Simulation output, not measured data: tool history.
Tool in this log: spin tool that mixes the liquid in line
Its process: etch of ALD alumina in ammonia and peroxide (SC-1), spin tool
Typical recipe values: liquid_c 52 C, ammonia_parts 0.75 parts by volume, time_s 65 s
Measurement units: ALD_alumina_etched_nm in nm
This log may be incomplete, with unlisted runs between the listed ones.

run	hour	liquid_c	ammonia_parts	time_s	wafers since the last listed run	hours since the thermometer was replaced	hours since the ammonia flow meter was replaced	hours since the heated supply line was repaired	hours since the drum of ammonia solution was connected	hours since the gauge calibration	read-back film thickness of the ALD alumina reference wafer, read on the same gauge (nm)	ALD_alumina_etched_nm
1	0	52	0.65	65	0	1222.2	740.6	308	289.7	1532.6	130.01	5.15
2	84.9	52	0.75	65	1093	1307.1	825.5	392.9	374.6	1617.5	130.02	5.27
3	181.7	52	0.75	65	1246	1403.9	922.3	489.7	471.4	1714.3	129.98	5.26
4	228.1	52	0.75	65	597	1450.3	968.7	536.1	517.8	1760.7	129.99	5.2
# hour 239.4: new drum of ammonia solution connected
# hour 425.1: heated supply line repaired
5	459.7	52	0.75	65	2957	1681.9	1200.3	34.6	220.3	1992.3	129.98	5.17
6	499.9	52	0.75	65	517	1722.1	1240.5	74.8	260.5	2032.5	129.99	5.19
7	544.6	52	0.75	90	575	1766.8	1285.2	119.5	305.2	2077.2	130.01	7.13
8	610.9	52	0.85	75	853	1833.1	1351.5	185.8	371.5	2143.5	129.99	6.06
# hour 662.8: gauge calibrated
9	710.3	52	0.85	75	1280	1932.5	1450.9	285.2	470.9	47.5	130.02	6.03
10	757.8	56.5	0.5	50	611	1980	1498.4	332.7	518.4	95	130.01	4.84
11	797.6	48	0.45	35	512	2019.8	1538.2	372.5	558.2	134.8	129.97	2.1
12	851.3	45	0.6	30	691	2073.5	1591.9	426.2	611.9	188.5	129.99	1.54
# hour 904.4: new drum of ammonia solution connected
13	910.9	52	0.95	65	754	2133.1	1651.5	485.8	6.5	248.1	129.97	5.21
# hour 924.3: ammonia flow meter replaced
14	1009.8	43.5	0.75	65	1260	2232	85.5	584.7	105.4	347	130.04	3.19
# hour 1099.8: heated supply line repaired
15	1114.8	52	0.75	65	1339	2337	190.5	15	210.4	452	129.99	5.03
16	1159.8	47	0.75	85	579	2382	235.5	60	255.4	497	130.01	5.03
# hour 1250.2: thermometer replaced
17	1340.7	49	0.75	30	2317	90.5	416.4	240.9	436.3	677.9	130	2.13
18	1387.9	52	0.75	65	607	137.7	463.6	288.1	483.5	725.1	130.01	5.49
# hour 1416.8: new drum of ammonia solution connected
19	1465.4	52	0.75	65	985	215.2	541.1	365.6	48.6	802.6	129.97	5.38
20	1571.3	42.5	1.05	35	1364	321.1	647	471.5	154.5	908.5	130.02	1.78
# hour 1780.1: heated supply line repaired
21	1850.3	42.5	0.55	85	3580	600.1	926	70.2	433.5	1187.5	129.99	3.99
22	1944.1	52	0.4	30	1208	693.9	1019.8	164	527.3	1281.3	130.02	2.34
23	2046.1	46.5	0.9	95	1313	795.9	1121.8	266	629.3	1383.3	129.98	5.78
# hour 2051.4: new drum of ammonia solution connected
24	2138.9	59.5	0.45	35	1182	888.7	1214.6	358.8	87.5	1476.1	130	4.06
25	2233.3	42.5	1	80	1215	983.1	1309	453.2	181.9	1570.5	130	3.89
# hour 2311.3: ammonia flow meter replaced
26	2317	59	0.6	80	1065	1066.8	5.7	536.9	265.6	1654.2	129.96	9.12

Results per run with the tool's hidden condition removed, run-to-run variation unchanged:
Hidden state present: liquid colder than its thermometer reads (K); ammonia flow above the setpoint (%); temperature lost on the way to the wafer (K); ammonia solution weaker than its label (%); gauge reads high (%).
run	ALD_alumina_etched_nm
1	5.36
2	5.51
3	5.51
4	5.45
5	5.46
6	5.49
7	7.55
8	6.43
9	6.41
10	5.15
11	2.25
12	1.66
13	5.57
14	3.44
15	5.42
16	5.44
17	2.14
18	5.51
19	5.42
20	1.8
21	4.07
22	2.39
23	5.92
24	4.17
25	4.01
26	9.4

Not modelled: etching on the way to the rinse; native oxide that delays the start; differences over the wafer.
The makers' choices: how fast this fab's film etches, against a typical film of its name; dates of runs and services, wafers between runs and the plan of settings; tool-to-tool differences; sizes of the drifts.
